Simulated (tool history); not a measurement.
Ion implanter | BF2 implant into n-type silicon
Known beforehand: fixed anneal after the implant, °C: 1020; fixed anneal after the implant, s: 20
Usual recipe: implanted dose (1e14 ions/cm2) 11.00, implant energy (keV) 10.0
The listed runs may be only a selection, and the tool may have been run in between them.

| run | hour | implanted dose (1e14 ions/cm2) | implant energy (keV) | read-back reference wafer on the same gauge, sheet resistance | sheet resistance of the implanted and annealed layer (ohm/square) |
|---|---|---|---|---|---|
| 1 | 0.0 | 11.00 | 10.0 | 241.03 | 214.83 |
|  | 3.3 | Faraday cup replaced and dose calibrated |
| 2 | 52.5 | 11.00 | 10.0 | 240.97 | 211.93 |
| 3 | 148.3 | 11.00 | 10.0 | 240.90 | 214.15 |
| 4 | 220.9 | 11.00 | 10.0 | 240.92 | 212.38 |
| 5 | 302.7 | 12.62 | 10.0 | 241.19 | 203.81 |
| 6 | 389.7 | 12.62 | 10.0 | 240.78 | 204.22 |
| 7 | 483.7 | 12.62 | 10.0 | 240.82 | 203.54 |
| 8 | 545.5 | 11.00 | 10.0 | 240.98 | 212.64 |
| 9 | 609.5 | 11.00 | 10.0 | 240.96 | 213.26 |
| 10 | 678.3 | 11.00 | 8.5 | 241.13 | 223.79 |
| 11 | 755.1 | 11.00 | 8.5 | 241.10 | 225.40 |
| 12 | 798.2 | 11.00 | 8.5 | 241.14 | 222.73 |
| 13 | 1102.4 | 13.50 | 8.5 | 240.98 | 209.29 |
| 14 | 1149.1 | 13.50 | 8.5 | 240.95 | 210.25 |
| 15 | 1203.9 | 13.50 | 8.5 | 240.93 | 209.95 |
| 16 | 1300.1 | 11.00 | 10.0 | 240.89 | 214.04 |
| 17 | 1395.1 | 8.31 | 7.5 | 240.97 | 266.92 |
| 18 | 1442.6 | 9.46 | 12.5 | 240.93 | 213.87 |
| 19 | 1520.3 | 13.21 | 10.0 | 241.33 | 202.18 |
| 20 | 1610.3 | 11.00 | 8.5 | 241.21 | 224.43 |
|  | 1630.2 | gauge calibrated |
|  | 1645.9 | extraction supply calibrated |
| 21 | 1655.5 | 11.00 | 10.0 | 240.86 | 214.36 |
|  | 1687.1 | Faraday cup replaced and dose calibrated |
| 22 | 1758.2 | 11.00 | 10.0 | 240.86 | 207.91 |
| 23 | 1843.9 | 11.00 | 8.0 | 240.86 | 220.19 |
| 24 | 1921.4 | 11.00 | 13.0 | 240.87 | 194.10 |
| 25 | 1971.5 | 11.00 | 10.0 | 240.98 | 209.10 |
| 26 | 2041.2 | 7.85 | 12.0 | 240.98 | 227.66 |
| 27 | 2129.6 | 13.83 | 8.0 | 240.98 | 209.65 |
| 28 | 2234.3 | 13.04 | 10.0 | 241.07 | 199.91 |
|  | 2265.1 | Faraday cup replaced and dose calibrated, repeated, since the last time left the tool worse |
| 29 | 2505.0 | 7.94 | 10.0 | 241.10 | 247.17 |
| 30 | 2557.8 | 9.30 | 10.0 | 241.02 | 228.20 |
| 31 | 2613.6 | 11.00 | 10.0 | 241.13 | 212.48 |
| 32 | 2707.6 | 10.05 | 13.0 | 240.94 | 206.23 |
| 33 | 2777.8 | 7.94 | 8.5 | 241.09 | 258.80 |

Consider 3 possible next runs. They are alternatives, not a sequence: every one starts from the tool as it was left by run 33. What does each give?
| A | 2778.2 | 11.00 | 10.0 | ? | ? |
| B | 2778.2 | 8.72 | 12.5 | ? | ? |
| C | 2778.2 | 9.91 | 10.0 | ? | ? |

| run | read-back reference wafer on the same gauge, sheet resistance | sheet resistance of the implanted and annealed layer (ohm/square) |
|---|---|---|
| A | 240.75 | 212.69 |
| B | 240.75 | 220.69 |
| C | 240.75 | 221.78 |
The same runs, with their run-to-run variation unchanged, on a tool lacking any hidden condition would have given:
| run | sheet resistance of the implanted and annealed layer (ohm/square) |
|---|---|
| A | 211.15 |
| B | 218.60 |
| C | 219.89 |
